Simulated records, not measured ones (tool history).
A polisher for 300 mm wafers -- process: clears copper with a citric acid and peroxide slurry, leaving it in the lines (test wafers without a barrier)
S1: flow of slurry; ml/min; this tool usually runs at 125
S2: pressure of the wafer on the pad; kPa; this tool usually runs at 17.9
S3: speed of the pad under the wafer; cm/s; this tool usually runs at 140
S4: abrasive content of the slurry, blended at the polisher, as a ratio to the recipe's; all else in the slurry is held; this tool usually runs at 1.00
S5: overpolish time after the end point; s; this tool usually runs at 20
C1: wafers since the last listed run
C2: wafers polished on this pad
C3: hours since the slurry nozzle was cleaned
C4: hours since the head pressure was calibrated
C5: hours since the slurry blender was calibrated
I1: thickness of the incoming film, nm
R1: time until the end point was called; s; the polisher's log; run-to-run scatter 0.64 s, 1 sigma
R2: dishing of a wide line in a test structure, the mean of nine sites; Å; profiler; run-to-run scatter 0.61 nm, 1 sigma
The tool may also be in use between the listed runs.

| run | hour | S1 | S2 | S3 | S4 | S5 | C1 | C2 | C3 | C4 | C5 | I1 | R1 | R2 |
|---|---|---|---|---|---|---|---|---|---|---|---|---|---|---|
| 1 | 0.0 | 125 | 17.9 | 140 | 1.00 | 20 | 0 | 208 | 522.5 | 1433.7 | 344.5 | 247.4 | 99.5 | 301 |
| 2 | 9.0 | 125 | 17.9 | 140 | 1.20 | 20 | 55 | 264 | 531.5 | 1442.7 | 353.5 | 243.2 | 94.1 | 301 |
| 3 | 15.6 | 125 | 17.9 | 140 | 1.20 | 20 | 40 | 304 | 538.1 | 1449.3 | 360.1 | 247.6 | 97.2 | 299 |
| 4 | 27.1 | 125 | 17.9 | 140 | 1.00 | 20 | 70 | 375 | 549.6 | 1460.8 | 371.6 | 243.6 | 97.4 | 288 |
| 5 | 39.6 | 135 | 17.9 | 140 | 1.00 | 20 | 76 | 452 | 562.1 | 1473.3 | 384.1 | 245.0 | 97.9 | 300 |
| 6 | 50.2 | 135 | 17.9 | 140 | 1.00 | 20 | 65 | 517 | 572.7 | 1483.9 | 394.7 | 244.2 | 97.7 | 293 |
| 7 | 61.7 | 125 | 13.8 | 172 | 1.00 | 20 | 70 | 588 | 584.2 | 1495.4 | 406.2 | 243.9 | 107.8 | 267 |
| 8 | 69.5 | 125 | 13.8 | 172 | 1.00 | 20 | 47 | 636 | 592.0 | 1503.2 | 414.0 | 243.3 | 108.7 | 259 |
| 9 | 79.6 | 125 | 13.8 | 172 | 1.00 | 20 | 62 | 698 | 602.1 | 1513.3 | 424.1 | 244.0 | 109.6 | 271 |
|  | 85.8 | head pressure recalibrated |
|  | 91.9 | slurry nozzle cleaned |
| 10 | 94.0 | 125 | 17.9 | 140 | 1.00 | 20 | 70 | 768 | 2.1 | 8.2 | 438.5 | 249.2 | 96.5 | 303 |
| 11 | 107.4 | 125 | 17.9 | 140 | 1.00 | 20 | 82 | 851 | 15.5 | 21.6 | 451.9 | 245.7 | 97.6 | 303 |
| 12 | 115.9 | 125 | 13.8 | 172 | 1.00 | 20 | 52 | 903 | 24.0 | 30.1 | 460.4 | 243.8 | 102.6 | 270 |
| 13 | 131.9 | 145 | 17.9 | 140 | 1.00 | 14 | 98 | 1002 | 40.0 | 46.1 | 476.4 | 244.0 | 95.1 | 230 |
|  | 138.9 | worn pad replaced by a new one |
| 14 | 149.8 | 150 | 23.4 | 140 | 0.80 | 16 | 85 | 66 | 57.9 | 64.0 | 494.3 | 244.7 | 71.3 | 321 |
|  | 160.0 | slurry blender recalibrated |
| 15 | 160.5 | 110 | 17.9 | 126 | 0.75 | 8 | 53 | 120 | 68.6 | 74.7 | 0.5 | 242.8 | 103.9 | 129 |
| 16 | 172.8 | 125 | 17.9 | 120 | 1.00 | 20 | 75 | 196 | 80.9 | 87.0 | 12.8 | 247.1 | 104.6 | 283 |
| 17 | 180.6 | 125 | 16.5 | 188 | 0.85 | 20 | 47 | 244 | 88.7 | 94.8 | 20.6 | 248.5 | 81.6 | 339 |
| 18 | 193.9 | 125 | 17.9 | 162 | 1.20 | 14 | 81 | 325 | 102.0 | 108.1 | 33.9 | 245.7 | 82.4 | 261 |
| 19 | 207.9 | 125 | 17.9 | 140 | 1.00 | 20 | 86 | 412 | 116.0 | 122.1 | 47.9 | 241.9 | 94.6 | 301 |
| 20 | 219.6 | 155 | 17.9 | 140 | 1.00 | 20 | 71 | 484 | 127.7 | 133.8 | 59.6 | 240.8 | 90.1 | 322 |
| 21 | 237.6 | 125 | 20.7 | 140 | 1.00 | 20 | 110 | 594 | 145.7 | 151.8 | 77.6 | 244.6 | 85.2 | 331 |
| 22 | 246.2 | 125 | 17.9 | 140 | 1.00 | 20 | 52 | 647 | 154.3 | 160.4 | 86.2 | 241.8 | 94.5 | 290 |

Here are 4 independent what-if runs from the current tool condition. What would each one return?
| A | 246.6 | 125 | 17.9 | 140 | 1.00 | 27 | 2 | 650 | 154.7 | 160.8 | 86.6 | 246.5 | ? | ? |
| B | 246.6 | 100 | 17.9 | 140 | 1.00 | 20 | 2 | 650 | 154.7 | 160.8 | 86.6 | 246.5 | ? | ? |
| C | 246.6 | 125 | 17.9 | 140 | 0.85 | 20 | 2 | 650 | 154.7 | 160.8 | 86.6 | 246.5 | ? | ? |
| D | 246.6 | 125 | 22.1 | 140 | 1.00 | 32 | 2 | 650 | 154.7 | 160.8 | 86.6 | 246.5 | ? | ? |

| run | R1 | R2 |
|---|---|---|
| A | 96.6 | 377 |
| B | 100.9 | 294 |
| C | 98.7 | 299 |
| D | 80.4 | 477 |
What these runs would have given with no unlogged condition in the tool:
| run | R1 | R2 |
|---|---|---|
| A | 87.1 | 404 |
| B | 90.4 | 320 |
| C | 89.0 | 323 |
| D | 72.4 | 506 |
